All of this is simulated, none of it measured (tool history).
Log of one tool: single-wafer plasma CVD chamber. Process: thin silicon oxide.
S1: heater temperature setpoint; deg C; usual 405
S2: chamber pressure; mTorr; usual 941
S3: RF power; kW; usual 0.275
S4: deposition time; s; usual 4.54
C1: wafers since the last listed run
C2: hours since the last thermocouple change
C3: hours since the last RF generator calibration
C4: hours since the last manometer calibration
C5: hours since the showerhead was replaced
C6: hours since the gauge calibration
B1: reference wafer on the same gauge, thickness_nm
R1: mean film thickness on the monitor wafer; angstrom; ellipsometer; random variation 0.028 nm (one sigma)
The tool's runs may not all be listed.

Run 1, hour 0.0: usual settings but S1 410 deg C; C1 0; C2 1546.3; C3 1816.2; C4 2049.2; C5 2149.6; C6 311.9; B1 9.718. Result: R1 84.72 angstrom.
At hour 5.8: gauge calibrated.
Run 2, hour 16.9: usual settings; C1 611; C2 1563.2; C3 1833.1; C4 2066.1; C5 2166.5; C6 11.1; B1 9.724. Result: R1 84.62 angstrom.
Run 3, hour 32.3: usual settings; C1 557; C2 1578.6; C3 1848.5; C4 2081.5; C5 2181.9; C6 26.5; B1 9.717. Result: R1 85.04 angstrom.
Run 4, hour 38.9: usual settings but S3 0.315 kW; C1 238; C2 1585.2; C3 1855.1; C4 2088.1; C5 2188.5; C6 33.1; B1 9.728. Result: R1 88.48 angstrom.
Run 5, hour 45.4: usual settings but S3 0.315 kW; C1 235; C2 1591.7; C3 1861.6; C4 2094.6; C5 2195.0; C6 39.6; B1 9.720. Result: R1 88.39 angstrom.
Run 6, hour 59.6: usual settings but S3 0.255 kW; C1 513; C2 1605.9; C3 1875.8; C4 2108.8; C5 2209.2; C6 53.8; B1 9.717. Result: R1 82.81 angstrom.
Run 7, hour 71.5: usual settings; C1 430; C2 1617.8; C3 1887.7; C4 2120.7; C5 2221.1; C6 65.7; B1 9.716. Result: R1 84.77 angstrom.
Run 8, hour 88.2: usual settings; C1 604; C2 1634.5; C3 1904.4; C4 2137.4; C5 2237.8; C6 82.4; B1 9.724. Result: R1 84.90 angstrom.
Run 9, hour 103.7: usual settings; C1 560; C2 1650.0; C3 1919.9; C4 2152.9; C5 2253.3; C6 97.9; B1 9.718. Result: R1 84.58 angstrom.
At hour 121.9: thermocouple changed; heater temperature recalibrated.
Run 10, hour 122.4: usual settings but S2 782 mTorr; C1 387; C2 0.5; C3 1938.6; C4 2171.6; C5 2272.0; C6 116.6; B1 9.719. Result: R1 69.02 angstrom.
Run 11, hour 135.0: usual settings but S2 782 mTorr; C1 455; C2 13.1; C3 1951.2; C4 2184.2; C5 2284.6; C6 129.2; B1 9.719. Result: R1 69.27 angstrom.
Run 12, hour 143.9: usual settings but S2 782 mTorr; C1 322; C2 22.0; C3 1960.1; C4 2193.1; C5 2293.5; C6 138.1; B1 9.715. Result: R1 69.06 angstrom.
Run 13, hour 161.0: usual settings but S4 4.34 s; C1 618; C2 39.1; C3 1977.2; C4 2210.2; C5 2310.6; C6 155.2; B1 9.719. Result: R1 81.37 angstrom.
Run 14, hour 178.9: usual settings but S4 4.34 s; C1 647; C2 57.0; C3 1995.1; C4 2228.1; C5 2328.5; C6 173.1; B1 9.712. Result: R1 80.97 angstrom.
At hour 191.8: capacitance manometer re-zeroed and calibrated.
Run 15, hour 196.1: usual settings but S1 396 deg C, S2 1041 mTorr, S4 4.30 s; C1 332; C2 74.2; C3 2012.3; C4 4.3; C5 2345.7; C6 190.3; B1 9.729. Result: R1 85.69 angstrom.
Run 16, hour 203.1: usual settings but S1 394 deg C, S4 5.42 s; C1 253; C2 81.2; C3 2019.3; C4 11.3; C5 2352.7; C6 197.3; B1 9.720. Result: R1 98.69 angstrom.
Run 17, hour 212.6: usual settings; C1 343; C2 90.7; C3 2028.8; C4 20.8; C5 2362.2; C6 206.8; B1 9.718. Result: R1 81.32 angstrom.
At hour 235.3: RF generator calibrated.
Run 18, hour 235.8: usual settings but S2 1175 mTorr, S4 3.75 s; C1 549; C2 113.9; C3 0.5; C4 44.0; C5 2385.4; C6 230.0; B1 9.719. Result: R1 81.91 angstrom.
Run 19, hour 240.0: usual settings; C1 151; C2 118.1; C3 4.7; C4 48.2; C5 2389.6; C6 234.2; B1 9.714. Result: R1 81.74 angstrom.
Run 20, hour 255.3: usual settings; C1 553; C2 133.4; C3 20.0; C4 63.5; C5 2404.9; C6 249.5; B1 9.722. Result: R1 80.99 angstrom.
Run 21, hour 267.1: usual settings; C1 426; C2 145.2; C3 31.8; C4 75.3; C5 2416.7; C6 261.3; B1 9.721. Result: R1 81.11 angstrom.
At hour 282.5: gauge calibrated.
At hour 285.3: capacitance manometer re-zeroed and calibrated, repeated, since the last time left the tool worse.
At hour 291.1: showerhead replaced.
Run 22, hour 291.6: usual settings but S1 411 deg C, S3 0.330 kW, S4 4.08 s; C1 384; C2 169.7; C3 56.3; C4 6.3; C5 0.5; C6 9.1; B1 9.721. Result: R1 85.31 angstrom.
Run 23, hour 291.9: usual settings but S2 1167 mTorr; C1 10; C2 170.0; C3 56.6; C4 6.6; C5 0.8; C6 9.4; B1 9.715. Result: R1 106.92 angstrom.
Run 24, hour 302.4: usual settings but S2 1011 mTorr, S3 0.225 kW, S4 4.11 s; C1 379; C2 180.5; C3 67.1; C4 17.1; C5 11.3; C6 19.9; B1 9.722. Result: R1 81.29 angstrom.
Run 25, hour 334.2: usual settings; C1 1150; C2 212.3; C3 98.9; C4 48.9; C5 43.1; C6 51.7; B1 9.725. Result: R1 89.81 angstrom.
Run 26, hour 342.1: usual settings but S3 0.290 kW; C1 285; C2 220.2; C3 106.8; C4 56.8; C5 51.0; C6 59.6; B1 9.720. Result: R1 91.61 angstrom.
Run 27, hour 361.7: usual settings but S1 399 deg C; C1 709; C2 239.8; C3 126.4; C4 76.4; C5 70.6; C6 79.2; B1 9.724. Result: R1 90.16 angstrom.
Run 28, hour 373.2: usual settings but S3 0.325 kW; C1 416; C2 251.3; C3 137.9; C4 87.9; C5 82.1; C6 90.7; B1 9.724. Result: R1 94.54 angstrom.
Run 29, hour 380.0: usual settings; C1 246; C2 258.1; C3 144.7; C4 94.7; C5 88.9; C6 97.5; B1 9.724. Result: R1 89.95 angstrom.

Some steps in R1 between neighbouring runs. How much of each would the tool show without its hidden state too (settings, what came in, random variation), and how much is left for the hidden state, with any gauge scatter that isn't in both results?
The hidden state here: wafer temperature above the value expected at the setpoint (K); delivered RF power above the setpoint (%); true pressure above the setpoint (%); gauge reads high (%).
Run 15 -> 16: S1 396 -> 394, S2 1041 -> 941, S4 4.30 -> 5.42. R1 +13.00 angstrom: hidden state -2.77, all else +15.77.
Run 21 -> 22: S1 405 -> 411, S3 0.275 -> 0.330, S4 4.54 -> 4.08, gauge calibrated, capacitance manometer re-zeroed and calibrated, repeated, since the last time left the tool worse, showerhead replaced. R1 +4.20 angstrom: hidden state +9.14, all else -4.94.
Run 22 -> 23: S1 411 -> 405, S2 941 -> 1167, S3 0.330 -> 0.275, S4 4.08 -> 4.54. R1 +21.61 angstrom: hidden state -0.03, all else +21.64.
Run 23 -> 24: S2 1167 -> 1011, S3 0.275 -> 0.225, S4 4.54 -> 4.11. R1 -25.63 angstrom: hidden state -0.05, all else -25.58.
